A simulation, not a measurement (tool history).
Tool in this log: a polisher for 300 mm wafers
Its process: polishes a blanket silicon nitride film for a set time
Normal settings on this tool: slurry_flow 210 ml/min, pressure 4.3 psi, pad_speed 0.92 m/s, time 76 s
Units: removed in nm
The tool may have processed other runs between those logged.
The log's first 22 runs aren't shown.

run   hour  slurry_flow  pressure  pad_speed  time  wafers since the last listed run  wafers polished on this pad  hours since the slurry nozzle was cleaned  hours since the head pressure was calibrated  incoming thickness of the incoming film, nm  removed
 23  286.7          175       3.4       1.18    56                               136                          784                                       95.2                                         108.9                                        465.4    102.9
     315.9  -- worn pad replaced by a new one
 24  317.3          145       4.3       1.06    76                               305                           15                                      125.8                                         139.5                                        463.9    152.8
 25  333.5          160       3.6        1.1    98                               186                          201                                        142                                         155.7                                        467.8    183.3
 26  343.1          210       4.8       0.92    49                               110                          312                                      151.6                                         165.3                                        460.9    101.9
 27    353          210       4.3       0.92    76                               113                          425                                      161.5                                         175.2                                        462.5    140.3
 28  367.3          240       4.3       1.16    76                               164                          590                                      175.8                                         189.5                                        466.6    174.7
 29  379.5          210       4.3       0.92    76                               140                          730                                        188                                         201.7                                        457.9      141
 30  391.3          210       4.3       0.92    76                               135                          865                                      199.8                                         213.5                                        466.8    137.5
 31  408.3          210       2.9       0.92    65                               195                         1061                                      216.8                                         230.5                                        460.5     85.2
 32  416.8          185       4.3       0.84    76                                97                         1159                                      225.3                                           239                                          465    121.6
 33  426.3          135       4.3       0.92    76                               109                         1268                                      234.8                                         248.5                                        459.2    129.6
     435.7  -- worn pad replaced by a new one
 34  441.2          210       4.3       0.92    76                               125                           63                                      249.7                                         263.4                                        465.7    145.5
 35  453.1          155       4.3       0.92    96                               136                          199                                      261.6                                         275.3                                        461.5    176.9
 36  496.1          210       2.9        0.7    76                               494                          693                                      304.6                                         318.3                                        466.5     81.8

Below are 5 alternative next runs, each starting from the tool's condition after run 36. Predict each:
  A  496.6          210       4.3       0.92    76                                 5                          699                                      305.1                                         318.8                                        454.1        ?
  B  496.6          155       5.1       0.62    95                                 5                          699                                      305.1                                         318.8                                        454.1        ?
  C  496.6          210         3       0.74    68                                 5                          699                                      305.1                                         318.8                                        454.1        ?
  D  496.6          170       4.3       0.76    76                                 5                          699                                      305.1                                         318.8                                        454.1        ?
  E  496.6          155       4.3       0.62    76                                 5                          699                                      305.1                                         318.8                                        454.1        ?

run  removed
  A    140.2
  B    143.8
  C     78.6
  D    118.1
  E     99.5
Had the tool no hidden state, the same runs would have come out as:
run  removed
  A      144
  B    147.6
  C     80.7
  D    121.2
  E    102.1
